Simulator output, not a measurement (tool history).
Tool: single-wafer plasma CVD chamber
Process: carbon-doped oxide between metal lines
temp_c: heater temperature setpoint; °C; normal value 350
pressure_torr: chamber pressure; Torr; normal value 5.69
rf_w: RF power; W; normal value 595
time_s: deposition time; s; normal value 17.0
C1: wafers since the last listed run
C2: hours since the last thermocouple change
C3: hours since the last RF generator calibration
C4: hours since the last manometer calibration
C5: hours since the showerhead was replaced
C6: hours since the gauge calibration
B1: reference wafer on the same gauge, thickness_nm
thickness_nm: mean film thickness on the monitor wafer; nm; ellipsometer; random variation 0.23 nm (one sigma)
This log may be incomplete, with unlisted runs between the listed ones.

run 1 hour=0.0 | temp_c=350 pressure_torr=5.69 rf_w=595 time_s=17.0 | C1=0 C2=2770.5 C3=1876.4 C4=1916.3 C5=3334.4 C6=281.2 | B1=108.523 | thickness_nm=95.291
run 2 hour=45.7 | temp_c=350 pressure_torr=5.69 rf_w=595 time_s=17.0 | C1=1059 C2=2816.2 C3=1922.1 C4=1962.0 C5=3380.1 C6=326.9 | B1=108.551 | thickness_nm=95.388
run 3 hour=115.1 | temp_c=350 pressure_torr=5.69 rf_w=595 time_s=17.0 | C1=1609 C2=2885.6 C3=1991.5 C4=2031.4 C5=3449.5 C6=396.3 | B1=108.509 | thickness_nm=95.306
run 4 hour=164.0 | temp_c=350 pressure_torr=5.69 rf_w=595 time_s=17.0 | C1=1134 C2=2934.5 C3=2040.4 C4=2080.3 C5=3498.4 C6=445.2 | B1=108.476 | thickness_nm=95.038
-- hour=195.1 thermocouple changed; heater temperature recalibrated
run 5 hour=209.5 | temp_c=350 pressure_torr=5.69 rf_w=595 time_s=17.0 | C1=869 C2=14.4 C3=2085.9 C4=2125.8 C5=3543.9 C6=490.7 | B1=108.571 | thickness_nm=94.395
-- hour=225.6 gauge calibrated
-- hour=226.0 showerhead replaced, of another model than before
run 6 hour=256.6 | temp_c=350 pressure_torr=5.69 rf_w=595 time_s=17.0 | C1=906 C2=61.5 C3=2133.0 C4=2172.9 C5=30.6 C6=31.0 | B1=108.524 | thickness_nm=93.322
run 7 hour=283.0 | temp_c=360 pressure_torr=5.69 rf_w=595 time_s=17.0 | C1=612 C2=87.9 C3=2159.4 C4=2199.3 C5=57.0 C6=57.4 | B1=108.563 | thickness_nm=90.767
run 8 hour=309.3 | temp_c=364 pressure_torr=5.69 rf_w=505 time_s=18.8 | C1=609 C2=114.2 C3=2185.7 C4=2225.6 C5=83.3 C6=83.7 | B1=108.459 | thickness_nm=86.910
run 9 hour=351.7 | temp_c=342 pressure_torr=5.13 rf_w=520 time_s=20.3 | C1=983 C2=156.6 C3=2228.1 C4=2268.0 C5=125.7 C6=126.1 | B1=108.527 | thickness_nm=100.636
-- hour=365.8 RF generator calibrated
run 10 hour=390.1 | temp_c=350 pressure_torr=6.11 rf_w=555 time_s=17.0 | C1=705 C2=195.0 C3=24.3 C4=2306.4 C5=164.1 C6=164.5 | B1=108.391 | thickness_nm=94.267
-- hour=415.0 capacitance manometer re-zeroed and calibrated
run 11 hour=449.6 | temp_c=362 pressure_torr=6.99 rf_w=595 time_s=17.0 | C1=1194 C2=254.5 C3=83.8 C4=34.6 C5=223.6 C6=224.0 | B1=108.604 | thickness_nm=96.828
run 12 hour=486.2 | temp_c=350 pressure_torr=4.29 rf_w=500 time_s=16.1 | C1=848 C2=291.1 C3=120.4 C4=71.2 C5=260.2 C6=260.6 | B1=108.473 | thickness_nm=77.201
run 13 hour=543.6 | temp_c=342 pressure_torr=5.13 rf_w=520 time_s=20.3 | C1=1331 C2=348.5 C3=177.8 C4=128.6 C5=317.6 C6=318.0 | B1=108.392 | thickness_nm=106.358
run 14 hour=609.3 | temp_c=343 pressure_torr=5.69 rf_w=595 time_s=17.0 | C1=1523 C2=414.2 C3=243.5 C4=194.3 C5=383.3 C6=383.7 | B1=108.496 | thickness_nm=100.810

Here are 5 independent what-if runs from the current tool condition. What would each one return?
run A hour=609.7 | temp_c=357 pressure_torr=5.69 rf_w=595 time_s=17.0 | C1=9 C2=414.6 C3=243.9 C4=194.7 C5=383.7 C6=384.1 | B1=? | thickness_nm=?
run B hour=609.7 | temp_c=345 pressure_torr=4.52 rf_w=515 time_s=13.6 | C1=9 C2=414.6 C3=243.9 C4=194.7 C5=383.7 C6=384.1 | B1=? | thickness_nm=?
run C hour=609.7 | temp_c=355 pressure_torr=5.69 rf_w=625 time_s=17.0 | C1=9 C2=414.6 C3=243.9 C4=194.7 C5=383.7 C6=384.1 | B1=? | thickness_nm=?
run D hour=609.7 | temp_c=342 pressure_torr=5.69 rf_w=475 time_s=17.0 | C1=9 C2=414.6 C3=243.9 C4=194.7 C5=383.7 C6=384.1 | B1=? | thickness_nm=?
run E hour=609.7 | temp_c=337 pressure_torr=5.69 rf_w=545 time_s=18.3 | C1=9 C2=414.6 C3=243.9 C4=194.7 C5=383.7 C6=384.1 | B1=? | thickness_nm=?

run=A B1=108.396 thickness_nm=96.234
run=B B1=108.396 thickness_nm=68.872
run=C B1=108.396 thickness_nm=100.326
run=D B1=108.396 thickness_nm=85.011
run=E B1=108.396 thickness_nm=103.719
Without the tool's unlogged condition, the same runs would have read:
run=A thickness_nm=96.507
run=B thickness_nm=69.077
run=C thickness_nm=100.611
run=D thickness_nm=85.304
run=E thickness_nm=104.022
